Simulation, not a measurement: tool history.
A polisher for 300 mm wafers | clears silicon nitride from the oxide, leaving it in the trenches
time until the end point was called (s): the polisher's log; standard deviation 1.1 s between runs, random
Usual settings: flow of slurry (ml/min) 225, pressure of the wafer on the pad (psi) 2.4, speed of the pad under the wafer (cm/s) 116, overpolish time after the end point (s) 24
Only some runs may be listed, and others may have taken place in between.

run,day,flow of slurry (ml/min),pressure of the wafer on the pad (psi),speed of the pad under the wafer (cm/s),overpolish time after the end point (s),"incoming thickness of the incoming film, nm",time until the end point was called (s)
1,0.000,250,2.4,116,24,65.4,82.0
# day 0.675: head pressure recalibrated
# day 2.767: worn pad replaced by a new one
2,3.071,250,2.4,116,24,64.5,85.4
3,6.604,225,2.4,116,24,64.6,85.6
4,8.379,225,2.4,116,24,65.5,84.4
5,10.712,225,2.4,116,24,65.0,82.8
# day 11.588: worn pad replaced by a new one
6,13.121,225,2.4,116,24,66.3,85.6
# day 13.967: slurry nozzle cleaned
7,14.675,225,2.0,116,24,65.2,95.1
# day 17.904: head pressure recalibrated
8,17.946,225,3.0,106,24,66.0,76.4
# day 19.446: worn pad replaced by a new one
9,20.779,255,2.4,116,24,64.9,83.2
10,24.350,225,1.9,94,24,65.0,127.1
11,27.496,245,1.6,116,20,65.1,122.2
# day 27.767: worn pad replaced by a new one
# day 30.746: slurry nozzle cleaned
12,31.742,245,2.0,90,34,66.1,121.9
13,34.775,245,1.6,116,20,64.5,116.9
# day 35.471: head pressure recalibrated
# day 36.954: worn pad replaced by a new one
14,37.204,225,2.4,116,24,64.9,87.7

A few steps of time until the end point was called (s) between consecutive runs. Split each: what settings, incoming material and random variation would produce without the hidden state, and what is left over for the hidden state, along with gauge scatter present in only one of the two compared results (measured, and without hidden state):
Unlogged tool condition in this case: removal rate lost through wear of the pad, %; slurry flow missing at the pad, %; deviation of the head's pressure from its setpoint, %.
Run 9 -> 10: flow of slurry (ml/min) 255 -> 225, pressure of the wafer on the pad (psi) 2.4 -> 1.9, speed of the pad under the wafer (cm/s) 116 -> 94. time until the end point was called (s) +43.9: hidden state -2.1, all else +46.0.
Run 13 -> 14: flow of slurry (ml/min) 245 -> 225, pressure of the wafer on the pad (psi) 1.6 -> 2.4, overpolish time after the end point (s) 20 -> 24, head pressure recalibrated, worn pad replaced by a new one. time until the end point was called (s) -29.2: hidden state +12.3, all else -41.5.
